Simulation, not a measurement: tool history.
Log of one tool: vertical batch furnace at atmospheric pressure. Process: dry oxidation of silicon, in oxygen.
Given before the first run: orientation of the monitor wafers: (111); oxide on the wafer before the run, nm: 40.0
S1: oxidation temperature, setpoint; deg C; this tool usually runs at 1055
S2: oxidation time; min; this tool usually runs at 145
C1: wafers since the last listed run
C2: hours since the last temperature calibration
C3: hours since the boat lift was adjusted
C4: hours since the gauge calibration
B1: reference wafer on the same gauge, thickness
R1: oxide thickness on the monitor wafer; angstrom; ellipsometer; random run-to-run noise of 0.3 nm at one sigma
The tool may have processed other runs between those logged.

run	hour	S1	S2	C1	C2	C3	C4	B1	R1
1	0	1055	145	0	3586	4932.1	207.6	204.03	1999.2
2	13.5	1055	145	195	3599.5	4945.6	221.1	204.06	1997
3	39.1	1061	145	371	3625.1	4971.2	246.7	203.93	2058.3
4	48.4	1061	145	134	3634.4	4980.5	256	203.93	2059.7
5	67.2	1039	145	272	3653.2	4999.3	274.8	203.93	1847.1
6	79.3	1039	145	175	3665.3	5011.4	286.9	203.98	1842.9
7	102	1039	145	329	3688	5034.1	309.6	203.99	1847.1
8	125.8	1055	111	345	3711.8	5057.9	333.4	204.02	1728.8
9	137.9	1055	129	175	3723.9	5070	345.5	204	1871.4
10	149.8	1055	145	172	3735.8	5081.9	357.4	203.92	1999.6
11	166.9	1055	145	248	3752.9	5099	374.5	203.99	1999.3
# hour 194.2: thermocouples replaced and temperature profile calibrated
12	242.6	1079	205.5	750	48.4	5174.7	450.2	203.94	2730.8
13	254.6	1031	206	174	60.4	5186.7	462.2	204	2143
# hour 288.8: boat lift adjusted
14	289.3	1055	199.5	155	95.1	0.5	496.9	203.91	2373.2
15	304.7	1065	112	223	110.5	15.9	512.3	203.92	1830
# hour 308.3: gauge calibrated
16	328.2	1055	145	340	134	39.4	19.9	203.9	2000
17	345.7	1046	189.5	253	151.5	56.9	37.4	203.93	2205.3
18	369.7	1070	204.5	348	175.5	80.9	61.4	203.97	2596
19	393.9	1036	145	351	199.7	105.1	85.6	204.09	1818.9

Hidden state at the last listed run before each entry between runs and at the first one after, where it differs:
Run 11 -> run 12: thermocouples replaced and temperature profile calibrated (hour 194.2)
  nothing in the hidden state changes from one run to the other
Run 13 -> run 14: boat lift adjusted (hour 288.8)
  nothing in the hidden state changes from one run to the other
Run 15 -> run 16: gauge calibrated (hour 308.3)
  nothing in the hidden state changes from one run to the other
